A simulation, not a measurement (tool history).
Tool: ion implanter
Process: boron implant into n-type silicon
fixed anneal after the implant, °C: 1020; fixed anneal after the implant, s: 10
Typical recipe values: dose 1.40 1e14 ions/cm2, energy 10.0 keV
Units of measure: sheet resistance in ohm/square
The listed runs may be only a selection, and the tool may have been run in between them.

| run | hour | dose | energy | wafers since the last listed run | hours since the last dose calibration | hours since the extraction supply was calibrated | hours since the gauge calibration | read-back reference wafer on the same gauge, sheet resistance | sheet resistance |
|---|---|---|---|---|---|---|---|---|---|
| 1 | 0.0 | 1.40 | 10.0 | 0 | 800.6 | 2094.5 | 276.0 | 651.29 | 629.04 |
| 2 | 7.0 | 1.40 | 10.0 | 141 | 807.6 | 2101.5 | 283.0 | 650.77 | 621.45 |
| 3 | 24.2 | 1.57 | 7.5 | 346 | 824.8 | 2118.7 | 300.2 | 650.82 | 591.65 |
| 4 | 41.9 | 1.57 | 7.5 | 357 | 842.5 | 2136.4 | 317.9 | 650.56 | 590.73 |
| 5 | 59.3 | 1.29 | 8.5 | 351 | 859.9 | 2153.8 | 335.3 | 651.60 | 680.30 |
| 6 | 66.1 | 1.40 | 10.0 | 137 | 866.7 | 2160.6 | 342.1 | 651.56 | 629.96 |
| 7 | 82.3 | 1.40 | 10.0 | 326 | 882.9 | 2176.8 | 358.3 | 651.08 | 621.99 |
| 8 | 91.4 | 1.40 | 10.0 | 183 | 892.0 | 2185.9 | 367.4 | 651.03 | 626.07 |
| 9 | 98.3 | 1.15 | 12.0 | 139 | 898.9 | 2192.8 | 374.3 | 651.13 | 713.76 |
| 10 | 114.1 | 1.15 | 12.0 | 318 | 914.7 | 2208.6 | 390.1 | 650.97 | 713.02 |
| 11 | 123.9 | 1.40 | 7.5 | 197 | 924.5 | 2218.4 | 399.9 | 651.22 | 647.56 |
| 12 | 133.7 | 1.40 | 7.5 | 197 | 934.3 | 2228.2 | 409.7 | 651.27 | 650.46 |
| 13 | 147.7 | 1.40 | 7.5 | 282 | 948.3 | 2242.2 | 423.7 | 651.22 | 645.57 |
| 14 | 158.8 | 1.40 | 10.0 | 223 | 959.4 | 2253.3 | 434.8 | 651.27 | 621.71 |
| 15 | 167.3 | 1.40 | 10.0 | 171 | 967.9 | 2261.8 | 443.3 | 651.05 | 623.70 |
|  | 175.5 | extraction supply calibrated |
| 16 | 179.6 | 1.40 | 10.0 | 86 | 980.2 | 4.1 | 455.6 | 651.57 | 623.21 |
| 17 | 197.3 | 1.40 | 10.0 | 357 | 997.9 | 21.8 | 473.3 | 650.56 | 619.34 |
| 18 | 210.5 | 1.40 | 10.0 | 266 | 1011.1 | 35.0 | 486.5 | 650.69 | 628.22 |
|  | 222.8 | gauge calibrated |
| 19 | 223.6 | 1.40 | 10.0 | 264 | 1024.2 | 48.1 | 0.8 | 651.41 | 626.78 |
|  | 235.8 | Faraday cup replaced and dose calibrated |
| 20 | 236.3 | 1.40 | 10.0 | 94 | 0.5 | 60.8 | 13.5 | 650.46 | 642.51 |
| 21 | 236.6 | 1.40 | 12.0 | 6 | 0.8 | 61.1 | 13.8 | 650.85 | 632.75 |
| 22 | 269.7 | 1.59 | 8.0 | 667 | 33.9 | 94.2 | 46.9 | 650.94 | 594.90 |
| 23 | 276.0 | 1.40 | 13.5 | 127 | 40.2 | 100.5 | 53.2 | 651.24 | 618.82 |
| 24 | 289.6 | 1.40 | 10.0 | 274 | 53.8 | 114.1 | 66.8 | 651.43 | 639.80 |
| 25 | 302.9 | 1.75 | 7.5 | 268 | 67.1 | 127.4 | 80.1 | 651.40 | 552.85 |
| 26 | 311.4 | 1.40 | 10.0 | 171 | 75.6 | 135.9 | 88.6 | 651.07 | 637.20 |
| 27 | 322.2 | 1.40 | 10.0 | 217 | 86.4 | 146.7 | 99.4 | 650.94 | 635.54 |
| 28 | 330.2 | 1.65 | 13.5 | 161 | 94.4 | 154.7 | 107.4 | 652.04 | 536.20 |
| 29 | 338.6 | 1.40 | 10.0 | 169 | 102.8 | 163.1 | 115.8 | 651.36 | 636.71 |
| 30 | 355.4 | 1.00 | 11.0 | 338 | 119.6 | 179.9 | 132.6 | 651.26 | 818.26 |
| 31 | 366.9 | 1.75 | 7.5 | 231 | 131.1 | 191.4 | 144.1 | 651.22 | 551.52 |
| 32 | 376.2 | 1.40 | 11.5 | 187 | 140.4 | 200.7 | 153.4 | 651.27 | 622.44 |
| 33 | 391.3 | 1.72 | 11.0 | 304 | 155.5 | 215.8 | 168.5 | 651.05 | 530.03 |
| 34 | 402.5 | 1.09 | 9.0 | 225 | 166.7 | 227.0 | 179.7 | 650.91 | 784.50 |
| 35 | 416.3 | 1.40 | 10.0 | 278 | 180.5 | 240.8 | 193.5 | 650.68 | 632.73 |
| 36 | 433.2 | 1.77 | 12.5 | 340 | 197.4 | 257.7 | 210.4 | 650.68 | 506.09 |
| 37 | 445.7 | 1.40 | 6.5 | 252 | 209.9 | 270.2 | 222.9 | 651.00 | 666.05 |
| 38 | 482.2 | 1.66 | 7.0 | 736 | 246.4 | 306.7 | 259.4 | 650.60 | 574.97 |

Hidden state or all else? Some run-to-run changes of sheet resistance, split into what the settings, what came in and random variation would give without the hidden state, and what is left for the hidden state (with any gauge scatter that isn't in both results):
Unlogged tool condition in this case: deviation of the true dose from the Faraday cup's reading, %; deviation of the true energy from its setpoint, %; gauge reads high (%).
Run 19 -> 20: Faraday cup replaced and dose calibrated. sheet resistance +15.73 ohm/square: hidden state +20.52, all else -4.79.
Run 29 -> 30: dose 1.40 -> 1.00, energy 10.0 -> 11.0. sheet resistance +181.55 ohm/square: hidden state -3.01, all else +184.56.
Run 30 -> 31: dose 1.00 -> 1.75, energy 11.0 -> 7.5. sheet resistance -266.74 ohm/square: hidden state +2.45, all else -269.19.
Run 33 -> 34: dose 1.72 -> 1.09, energy 11.0 -> 9.0. sheet resistance +254.47 ohm/square: hidden state -4.41, all else +258.88.
Run 36 -> 37: dose 1.77 -> 1.40, energy 12.5 -> 6.5. sheet resistance +159.96 ohm/square: hidden state -3.41, all else +163.37.
